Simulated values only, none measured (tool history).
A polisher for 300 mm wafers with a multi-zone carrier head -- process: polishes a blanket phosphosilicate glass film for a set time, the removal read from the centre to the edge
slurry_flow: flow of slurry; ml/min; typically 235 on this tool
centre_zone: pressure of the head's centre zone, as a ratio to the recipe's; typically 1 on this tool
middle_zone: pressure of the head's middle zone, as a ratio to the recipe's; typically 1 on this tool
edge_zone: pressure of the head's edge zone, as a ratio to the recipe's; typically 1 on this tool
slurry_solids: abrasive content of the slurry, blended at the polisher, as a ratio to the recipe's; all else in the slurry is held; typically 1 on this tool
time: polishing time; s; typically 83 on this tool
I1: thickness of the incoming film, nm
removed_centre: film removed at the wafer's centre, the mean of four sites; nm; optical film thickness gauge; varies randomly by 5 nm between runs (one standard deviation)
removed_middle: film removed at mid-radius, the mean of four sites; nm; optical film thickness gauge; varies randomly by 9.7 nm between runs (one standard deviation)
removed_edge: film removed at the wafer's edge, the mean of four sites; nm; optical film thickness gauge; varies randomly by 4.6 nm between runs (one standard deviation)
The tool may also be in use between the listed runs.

Run 1, day 0: usual settings; I1 3583.9. Result: removed_centre 656 nm, removed_middle 670.2 nm, removed_edge 672.9 nm.
Run 2, day 0.312: usual settings; I1 3562.6. Result: removed_centre 653.4 nm, removed_middle 662.2 nm, removed_edge 677.3 nm.
Run 3, day 0.838: usual settings but middle_zone 0.96; I1 3495.9. Result: removed_centre 660 nm, removed_middle 643.6 nm, removed_edge 673.5 nm.
Run 4, day 1.25: usual settings; I1 3629.4. Result: removed_centre 652.4 nm, removed_middle 663 nm, removed_edge 676.3 nm.
Run 5, day 1.717: usual settings; I1 3548.3. Result: removed_centre 655.3 nm, removed_middle 672.2 nm, removed_edge 678.9 nm.
Run 6, day 2.329: usual settings but slurry_solids 1.15; I1 3520.7. Result: removed_centre 706.7 nm, removed_middle 731.5 nm, removed_edge 732.2 nm.
Run 7, day 2.683: usual settings but centre_zone 1.06; I1 3525. Result: removed_centre 695.1 nm, removed_middle 663.3 nm, removed_edge 677.7 nm.
At day 3.05: worn pad replaced by a new one.
Run 8, day 3.071: usual settings but centre_zone 1.06; I1 3561.2. Result: removed_centre 698.8 nm, removed_middle 662.8 nm, removed_edge 675.4 nm.
Run 9, day 3.367: usual settings but slurry_flow 280 ml/min, slurry_solids 1.2; I1 3552.9. Result: removed_centre 735.8 nm, removed_middle 780.4 nm, removed_edge 758.9 nm.
Run 10, day 4.033: usual settings but centre_zone 1.1, middle_zone 0.96; I1 3576.1. Result: removed_centre 721.9 nm, removed_middle 635.8 nm, removed_edge 680.4 nm.
Run 11, day 4.312: usual settings but centre_zone 1.07, slurry_solids 1.1; I1 3565.6. Result: removed_centre 742.7 nm, removed_middle 698.4 nm, removed_edge 713.6 nm.
At day 4.562: slurry nozzle cleaned.
At day 4.642: edge zone pressure recalibrated.
Run 12, day 5.038: usual settings but slurry_flow 210 ml/min, time 109 s; I1 3540. Result: removed_centre 832.6 nm, removed_middle 855.8 nm, removed_edge 878.6 nm.
Run 13, day 5.462: usual settings but slurry_flow 190 ml/min, slurry_solids 0.75; I1 3518.5. Result: removed_centre 507.7 nm, removed_middle 515.3 nm, removed_edge 536.1 nm.
At day 6.708: centre zone pressure recalibrated.
At day 6.725: worn pad replaced by a new one.
Run 14, day 6.933: usual settings but slurry_flow 200 ml/min, middle_zone 0.91, edge_zone 1.04, slurry_solids 0.75; I1 3588.9. Result: removed_centre 512.9 nm, removed_middle 498.8 nm, removed_edge 537.7 nm.
Run 15, day 7.329: usual settings; I1 3527.5. Result: removed_centre 650.6 nm, removed_middle 650.2 nm, removed_edge 679.4 nm.
Run 16, day 7.588: usual settings but centre_zone 0.92, middle_zone 0.89; I1 3533.5. Result: removed_centre 602.4 nm, removed_middle 618.8 nm, removed_edge 683.5 nm.
At day 8.208: carrier head's membrane replaced by a new one.
Run 17, day 8.229: usual settings but middle_zone 0.91; I1 3589.6. Result: removed_centre 648.9 nm, removed_middle 629.1 nm, removed_edge 678.4 nm.
Run 18, day 8.546: usual settings but slurry_flow 175 ml/min, edge_zone 0.93, time 58 s; I1 3562.1. Result: removed_centre 436.5 nm, removed_middle 447.8 nm, removed_edge 448.5 nm.
Run 19, day 9.2: usual settings but slurry_flow 310 ml/min, centre_zone 0.96, edge_zone 1.03, time 100 s; I1 3573.3. Result: removed_centre 775.8 nm, removed_middle 823.4 nm, removed_edge 850 nm.
At day 9.75: worn pad replaced by a new one.
Run 20, day 9.892: usual settings; I1 3587.2. Result: removed_centre 654.4 nm, removed_middle 660.2 nm, removed_edge 677.4 nm.
Run 21, day 10.421: usual settings but middle_zone 1.07, edge_zone 1.09, slurry_solids 1.1, time 97 s; I1 3532.5. Result: removed_centre 808.3 nm, removed_middle 868.2 nm, removed_edge 873.9 nm.
Run 22, day 11.062: usual settings; I1 3561.5. Result: removed_centre 665.5 nm, removed_middle 645.9 nm, removed_edge 669 nm.

Predict each of these 3 candidate next runs independently; none follows another, all start after run 22:
Run A, day 11.079: usual settings; I1 3507.1. Result: removed_centre ?, removed_middle ?, removed_edge ?.
Run B, day 11.079: usual settings but middle_zone 0.91, edge_zone 1.11, slurry_solids 0.75, time 55 s; I1 3507.1. Result: removed_centre ?, removed_middle ?, removed_edge ?.
Run C, day 11.079: usual settings but slurry_flow 180 ml/min, edge_zone 1.07; I1 3507.1. Result: removed_centre ?, removed_middle ?, removed_edge ?.

run  removed_centre  removed_middle  removed_edge
  A           651.5           668.5         672.6
  B           346.9           336.7         376.7
  C             624           643.1         674.7
Stripped of hidden state, with their random variation kept, the same runs would have yielded:
run  removed_centre  removed_middle  removed_edge
  A           651.5           668.5         672.6
  B           346.9           336.7         376.7
  C             624           643.1         674.7

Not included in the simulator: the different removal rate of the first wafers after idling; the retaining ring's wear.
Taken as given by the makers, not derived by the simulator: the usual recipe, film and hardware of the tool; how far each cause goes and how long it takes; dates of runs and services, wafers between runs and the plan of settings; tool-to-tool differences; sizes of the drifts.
